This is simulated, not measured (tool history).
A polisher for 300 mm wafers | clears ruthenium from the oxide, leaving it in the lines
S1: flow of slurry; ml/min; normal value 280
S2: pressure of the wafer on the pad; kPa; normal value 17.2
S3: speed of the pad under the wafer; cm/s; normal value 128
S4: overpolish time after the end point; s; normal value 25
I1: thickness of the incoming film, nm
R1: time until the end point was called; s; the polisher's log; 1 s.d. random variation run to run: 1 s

{"run": 1, "hour": 0.0, "S1": 280, "S2": 22.1, "S3": 128, "S4": 25, "I1": 120.6, "R1": 47.8}
{"run": 2, "hour": 14.4, "S1": 330, "S2": 17.2, "S3": 148, "S4": 25, "I1": 119.8, "R1": 52.2}
{"run": 3, "hour": 49.0, "S1": 330, "S2": 17.2, "S3": 148, "S4": 25, "I1": 118.3, "R1": 52.8}
{"run": 4, "hour": 56.0, "S1": 330, "S2": 17.2, "S3": 148, "S4": 25, "I1": 121.4, "R1": 51.3}
{"run": 5, "hour": 67.1, "S1": 310, "S2": 17.2, "S3": 128, "S4": 25, "I1": 120.4, "R1": 59.7}
{"run": 6, "hour": 85.0, "S1": 310, "S2": 17.2, "S3": 128, "S4": 25, "I1": 120.2, "R1": 59.8}
{"run": 7, "hour": 92.8, "S1": 345, "S2": 17.2, "S3": 128, "S4": 25, "I1": 118.3, "R1": 58.1}
{"run": 8, "hour": 101.7, "S1": 345, "S2": 17.2, "S3": 128, "S4": 25, "I1": 119.2, "R1": 59.2}
{"run": 9, "hour": 115.7, "S1": 345, "S2": 17.2, "S3": 128, "S4": 25, "I1": 122.2, "R1": 59.2}
{"run": 10, "hour": 125.3, "S1": 335, "S2": 17.2, "S3": 128, "S4": 25, "I1": 120.5, "R1": 59.9}
{"run": 11, "hour": 131.5, "S1": 280, "S2": 17.2, "S3": 128, "S4": 25, "I1": 120.0, "R1": 60.9}
{"run": 12, "hour": 145.6, "S1": 280, "S2": 17.2, "S3": 128, "S4": 25, "I1": 120.4, "R1": 60.8}
{"run": 13, "hour": 153.8, "S1": 280, "S2": 17.2, "S3": 128, "S4": 25, "I1": 121.2, "R1": 61.5}
{"run": 14, "hour": 166.9, "S1": 280, "S2": 18.6, "S3": 128, "S4": 36, "I1": 120.0, "R1": 56.4}
{"run": 15, "hour": 191.9, "S1": 280, "S2": 18.6, "S3": 128, "S4": 36, "I1": 118.6, "R1": 55.2}
{"run": 16, "hour": 211.6, "S1": 280, "S2": 17.2, "S3": 128, "S4": 25, "I1": 121.4, "R1": 61.4}
{"run": 17, "hour": 215.6, "S1": 280, "S2": 17.2, "S3": 128, "S4": 25, "I1": 122.0, "R1": 61.3}
{"run": 18, "hour": 229.3, "S1": 255, "S2": 17.2, "S3": 128, "S4": 25, "I1": 119.9, "R1": 64.5}
{"run": 19, "hour": 238.3, "S1": 280, "S2": 17.2, "S3": 84, "S4": 25, "I1": 121.5, "R1": 100.1}
{"run": 20, "hour": 254.4, "S1": 280, "S2": 17.2, "S3": 128, "S4": 25, "I1": 119.6, "R1": 63.8}
{"run": 21, "hour": 266.8, "S1": 280, "S2": 17.2, "S3": 88, "S4": 20, "I1": 118.1, "R1": 93.1}
{"run": 22, "hour": 281.7, "S1": 365, "S2": 17.2, "S3": 128, "S4": 29, "I1": 121.3, "R1": 65.6}
{"run": 23, "hour": 296.5, "S1": 205, "S2": 17.2, "S3": 128, "S4": 25, "I1": 119.2, "R1": 66.8}
{"run": 24, "hour": 303.7, "S1": 280, "S2": 15.2, "S3": 128, "S4": 25, "I1": 121.9, "R1": 74.7}
{"run": 25, "hour": 312.6, "S1": 340, "S2": 17.2, "S3": 98, "S4": 18, "I1": 120.1, "R1": 84.7}
{"run": 26, "hour": 331.8, "S1": 280, "S2": 17.2, "S3": 128, "S4": 30, "I1": 119.4, "R1": 63.2}
{"run": 27, "hour": 338.2, "S1": 370, "S2": 15.2, "S3": 88, "S4": 32, "I1": 121.3, "R1": 106.6}
{"run": 28, "hour": 354.5, "S1": 340, "S2": 22.1, "S3": 108, "S4": 16, "I1": 118.4, "R1": 56.8}
{"run": 29, "hour": 367.5, "S1": 280, "S2": 13.1, "S3": 144, "S4": 25, "I1": 118.6, "R1": 74.6}
{"run": 30, "hour": 374.2, "S1": 280, "S2": 13.8, "S3": 128, "S4": 25, "I1": 119.0, "R1": 77.9}
{"run": 31, "hour": 381.2, "S1": 280, "S2": 13.8, "S3": 128, "S4": 11, "I1": 120.7, "R1": 81.8}
{"run": 32, "hour": 397.3, "S1": 205, "S2": 17.2, "S3": 166, "S4": 12, "I1": 121.1, "R1": 51.9}
{"run": 33, "hour": 444.9, "S1": 280, "S2": 13.8, "S3": 128, "S4": 11, "I1": 119.8, "R1": 79.4}
{"run": 34, "hour": 461.8, "S1": 380, "S2": 13.1, "S3": 152, "S4": 11, "I1": 119.6, "R1": 68.3}
{"run": 35, "hour": 472.6, "S1": 280, "S2": 17.2, "S3": 128, "S4": 25, "I1": 119.9, "R1": 62.4}
{"run": 36, "hour": 478.8, "S1": 310, "S2": 22.1, "S3": 128, "S4": 25, "I1": 120.3, "R1": 49.3}
{"run": 37, "hour": 489.6, "S1": 280, "S2": 13.1, "S3": 148, "S4": 25, "I1": 118.5, "R1": 71.7}

Put back what was entered between runs (7 entries, withheld): which listed runs does each sit between, and how does the hidden state differ from the listed run before to the listed run after?
From run 2 to run 3: slurry nozzle cleaned (hour 24.4)
  deviation of the head's pressure from its setpoint, %: 5.83 -> 6.31
  measured minus no-state result, R1: -3.1 -> -3.3 s
From run 8 to run 9: worn pad replaced by a new one (hour 105.8)
  deviation of the head's pressure from its setpoint, %: 7.05 -> 7.25
  measured minus no-state result, R1: -4.2 -> -4.3 s
From run 15 to run 16: worn pad replaced by a new one (hour 211.1)
  deviation of the head's pressure from its setpoint, %: 8.32 -> 8.59
  measured minus no-state result, R1: -4.6 -> -5.3 s
From run 17 to run 18: head pressure recalibrated (hour 222.7)
  deviation of the head's pressure from its setpoint, %: 8.65 -> -1.17
  measured minus no-state result, R1: -5.3 -> +0.7 s
From run 24 to run 25: slurry nozzle cleaned (hour 308.7)
  deviation of the head's pressure from its setpoint, %: -0.122 -> 0.0028
  measured minus no-state result, R1: +0.1 -> +0.0 s
From run 25 to run 26: worn pad replaced by a new one (hour 331.3)
  deviation of the head's pressure from its setpoint, %: 0.0028 -> 0.272
  measured minus no-state result, R1: +0.0 -> -0.2 s
From run 32 to run 33: worn pad replaced by a new one (hour 434.8)
  deviation of the head's pressure from its setpoint, %: 1.19 -> 1.86
  measured minus no-state result, R1: -0.6 -> -1.5 s
